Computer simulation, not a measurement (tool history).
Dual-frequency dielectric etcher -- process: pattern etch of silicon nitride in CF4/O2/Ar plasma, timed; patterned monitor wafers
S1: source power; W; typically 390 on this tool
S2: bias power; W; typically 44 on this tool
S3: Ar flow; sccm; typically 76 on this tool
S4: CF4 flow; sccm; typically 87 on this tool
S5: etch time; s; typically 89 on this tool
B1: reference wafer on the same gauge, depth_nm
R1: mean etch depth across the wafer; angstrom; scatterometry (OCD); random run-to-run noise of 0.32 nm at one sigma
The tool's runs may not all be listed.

{"run": 1, "hour": 0.0, "S1": 440, "S2": 44, "S3": 76, "S4": 87, "S5": 89, "B1": 129, "R1": 1640}
{"run": 2, "hour": 59.2, "S1": 450, "S2": 37, "S3": 76, "S4": 87, "S5": 70, "B1": 129, "R1": 1262}
{"hour": 85.4, "done": "Ar flow controller replaced"}
{"run": 3, "hour": 86.0, "S1": 390, "S2": 44, "S3": 65, "S4": 87, "S5": 89, "B1": 129, "R1": 1477}
{"run": 4, "hour": 157.8, "S1": 390, "S2": 44, "S3": 76, "S4": 87, "S5": 89, "B1": 129, "R1": 1461}
{"hour": 176.1, "done": "source power generator calibrated"}
{"hour": 190.1, "done": "wet clean of the chamber"}
{"hour": 192.4, "done": "CF4 flow controller replaced"}
{"run": 5, "hour": 210.4, "S1": 390, "S2": 44, "S3": 76, "S4": 87, "S5": 89, "B1": 129, "R1": 1345}
{"hour": 232.9, "done": "gauge calibrated"}
{"run": 6, "hour": 276.5, "S1": 390, "S2": 34, "S3": 90, "S4": 108, "S5": 89, "B1": 129, "R1": 1290}
{"run": 7, "hour": 315.8, "S1": 390, "S2": 44, "S3": 76, "S4": 87, "S5": 79, "B1": 129, "R1": 1199}
{"hour": 380.1, "done": "bias power generator calibrated"}
{"run": 8, "hour": 380.6, "S1": 390, "S2": 44, "S3": 76, "S4": 87, "S5": 89, "B1": 129.1, "R1": 1361}
{"run": 9, "hour": 407.5, "S1": 330, "S2": 44, "S3": 76, "S4": 87, "S5": 89, "B1": 128.9, "R1": 1140}
{"run": 10, "hour": 457.1, "S1": 440, "S2": 49, "S3": 90, "S4": 87, "S5": 89, "B1": 128.9, "R1": 1565}
{"hour": 497.4, "done": "upper electrode replaced"}
{"run": 11, "hour": 497.9, "S1": 390, "S2": 44, "S3": 76, "S4": 87, "S5": 89, "B1": 129.1, "R1": 1365}
{"run": 12, "hour": 536.3, "S1": 390, "S2": 52, "S3": 70, "S4": 87, "S5": 89, "B1": 128.9, "R1": 1455}
{"run": 13, "hour": 583.8, "S1": 360, "S2": 44, "S3": 76, "S4": 81, "S5": 89, "B1": 129, "R1": 1243}
{"run": 14, "hour": 630.6, "S1": 490, "S2": 44, "S3": 76, "S4": 87, "S5": 89, "B1": 129, "R1": 1753}
{"run": 15, "hour": 688.8, "S1": 390, "S2": 44, "S3": 76, "S4": 87, "S5": 89, "B1": 129, "R1": 1387}
{"hour": 761.5, "done": "wet clean of the chamber"}
{"run": 16, "hour": 762.0, "S1": 420, "S2": 33, "S3": 76, "S4": 87, "S5": 89, "B1": 129.1, "R1": 1362}
{"run": 17, "hour": 785.5, "S1": 440, "S2": 39, "S3": 76, "S4": 97, "S5": 89, "B1": 129, "R1": 1530}
{"run": 18, "hour": 820.3, "S1": 360, "S2": 48, "S3": 84, "S4": 103, "S5": 89, "B1": 129, "R1": 1307}
{"run": 19, "hour": 872.3, "S1": 390, "S2": 34, "S3": 81, "S4": 87, "S5": 72, "B1": 128.8, "R1": 1028}
{"run": 20, "hour": 909.9, "S1": 390, "S2": 44, "S3": 61, "S4": 102, "S5": 89, "B1": 129, "R1": 1437}

Below are 5 alternative next runs, each starting from the tool's condition after run 20. Predict each:
{"run": "A", "hour": 910.3, "S1": 390, "S2": 44, "S3": 76, "S4": 87, "S5": 89, "B1": "?", "R1": "?"}
{"run": "B", "hour": 910.3, "S1": 360, "S2": 49, "S3": 86, "S4": 73, "S5": 89, "B1": "?", "R1": "?"}
{"run": "C", "hour": 910.3, "S1": 360, "S2": 34, "S3": 76, "S4": 70, "S5": 101.5, "B1": "?", "R1": "?"}
{"run": "D", "hour": 910.3, "S1": 430, "S2": 44, "S3": 76, "S4": 68, "S5": 95.5, "B1": "?", "R1": "?"}
{"run": "E", "hour": 910.3, "S1": 450, "S2": 44, "S3": 76, "S4": 73, "S5": 89, "B1": "?", "R1": "?"}

run=A B1=129 R1=1379
run=B B1=129 R1=1244
run=C B1=129 R1=1283
run=D B1=129 R1=1552
run=E B1=129 R1=1542
Take away the tool's hidden state, keep each run's random variation, and the runs would have read:
run=A R1=1353
run=B R1=1221
run=C R1=1259
run=D R1=1523
run=E R1=1513

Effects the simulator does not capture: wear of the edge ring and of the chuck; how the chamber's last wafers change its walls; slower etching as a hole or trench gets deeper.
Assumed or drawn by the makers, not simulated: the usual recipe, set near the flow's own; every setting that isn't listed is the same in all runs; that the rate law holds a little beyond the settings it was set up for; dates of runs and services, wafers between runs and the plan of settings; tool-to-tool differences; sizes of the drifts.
